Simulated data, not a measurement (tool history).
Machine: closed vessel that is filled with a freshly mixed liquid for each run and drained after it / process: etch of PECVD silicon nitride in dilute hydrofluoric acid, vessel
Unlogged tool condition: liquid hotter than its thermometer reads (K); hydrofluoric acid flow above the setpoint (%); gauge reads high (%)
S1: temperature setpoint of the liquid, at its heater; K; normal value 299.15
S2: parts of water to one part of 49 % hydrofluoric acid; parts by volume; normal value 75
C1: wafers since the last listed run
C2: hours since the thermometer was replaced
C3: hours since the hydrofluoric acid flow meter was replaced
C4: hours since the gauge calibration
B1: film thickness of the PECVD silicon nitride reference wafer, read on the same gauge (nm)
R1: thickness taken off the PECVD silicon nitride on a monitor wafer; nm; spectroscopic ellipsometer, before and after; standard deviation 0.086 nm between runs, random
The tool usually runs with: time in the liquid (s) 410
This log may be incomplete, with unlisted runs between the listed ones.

Run 1, hour 0: usual settings; C1 0; C2 2016.8; C3 1984.8; C4 247.4; B1 109.98. Result: R1 12.43 nm.
Run 2, hour 12.2: usual settings; C1 947; C2 2029; C3 1997; C4 259.6; B1 109.99. Result: R1 12.5 nm.
Run 3, hour 34: usual settings; C1 1692; C2 2050.8; C3 2018.8; C4 281.4; B1 109.98. Result: R1 12.49 nm.
Run 4, hour 64.7: usual settings; C1 2383; C2 2081.5; C3 2049.5; C4 312.1; B1 109.97. Result: R1 12.58 nm.
Run 5, hour 108.3: usual settings but S1 295.15 K; C1 3385; C2 2125.1; C3 2093.1; C4 355.7; B1 109.98. Result: R1 9.8 nm.
Run 6, hour 123.8: usual settings but S1 295.15 K; C1 1203; C2 2140.6; C3 2108.6; C4 371.2; B1 109.99. Result: R1 9.65 nm.
Run 7, hour 192.3: usual settings; C1 5318; C2 2209.1; C3 2177.1; C4 439.7; B1 109.99. Result: R1 12.63 nm.
Run 8, hour 215.5: usual settings; C1 1801; C2 2232.3; C3 2200.3; C4 462.9; B1 110.01. Result: R1 12.72 nm.
Run 9, hour 239.8: usual settings; C1 1886; C2 2256.6; C3 2224.6; C4 487.2; B1 110.02. Result: R1 12.68 nm.
Run 10, hour 271.9: usual settings; C1 2492; C2 2288.7; C3 2256.7; C4 519.3; B1 110.03. Result: R1 12.63 nm.
Run 11, hour 297.9: usual settings; C1 2018; C2 2314.7; C3 2282.7; C4 545.3; B1 110.02. Result: R1 12.63 nm.
At hour 326.6: hydrofluoric acid flow meter replaced.
Run 12, hour 328.5: usual settings but time in the liquid (s) 520; C1 2298; C2 2345.3; C3 1.9; C4 575.9; B1 109.99. Result: R1 14.16 nm.
At hour 344.2: gauge calibrated.
Run 13, hour 352.9: usual settings but time in the liquid (s) 550; C1 1894; C2 2369.7; C3 26.3; C4 8.7; B1 109.97. Result: R1 15.1 nm.
Run 14, hour 377: usual settings but S1 295.15 K, S2 65 parts by volume; C1 1871; C2 2393.8; C3 50.4; C4 32.8; B1 110. Result: R1 9.97 nm.
Run 15, hour 391.3: usual settings but S1 297.65 K; C1 1110; C2 2408.1; C3 64.7; C4 47.1; B1 110.01. Result: R1 10.25 nm.
Run 16, hour 415.4: usual settings but S1 294.15 K, time in the liquid (s) 510; C1 1871; C2 2432.2; C3 88.8; C4 71.2; B1 109.98. Result: R1 9.98 nm.
Run 17, hour 445.6: usual settings; C1 2344; C2 2462.4; C3 119; C4 101.4; B1 110.02. Result: R1 11.32 nm.
At hour 470.5: thermometer replaced.
Run 18, hour 471: usual settings but time in the liquid (s) 175; C1 1894; C2 0.5; C3 144.4; C4 126.8; B1 109.98. Result: R1 4.8 nm.
Run 19, hour 490.3: usual settings; C1 1498; C2 19.8; C3 163.7; C4 146.1; B1 110. Result: R1 11.33 nm.
Run 20, hour 515.1: usual settings; C1 1925; C2 44.6; C3 188.5; C4 170.9; B1 109.98. Result: R1 11.37 nm.
Run 21, hour 544.4: usual settings but S1 302.15 K, S2 85 parts by volume; C1 2274; C2 73.9; C3 217.8; C4 200.2; B1 109.99. Result: R1 12.08 nm.
Run 22, hour 576: usual settings but S1 302.15 K, S2 50 parts by volume; C1 2453; C2 105.5; C3 249.4; C4 231.8; B1 109.94. Result: R1 20.64 nm.
Run 23, hour 610.5: usual settings; C1 2678; C2 140; C3 283.9; C4 266.3; B1 110.03. Result: R1 11.35 nm.

3 options for the next run, each taken on its own from the tool as it stands now. Forecast them:
Run A, hour 611.3: usual settings but time in the liquid (s) 210; C1 62; C2 140.8; C3 284.7; C4 267.1; B1 ?. Result: R1 ?.
Run B, hour 611.3: usual settings but S1 295.65 K, S2 115 parts by volume, time in the liquid (s) 210; C1 62; C2 140.8; C3 284.7; C4 267.1; B1 ?. Result: R1 ?.
Run C, hour 611.3: usual settings but S1 296.65 K; C1 62; C2 140.8; C3 284.7; C4 267.1; B1 ?. Result: R1 ?.

run   B1    R1
  A  110  5.87
  B  110  3.06
  C  110  9.72
What these runs would have given with no unlogged condition in the tool:
run    R1
  A  5.76
  B     3
  C  9.53
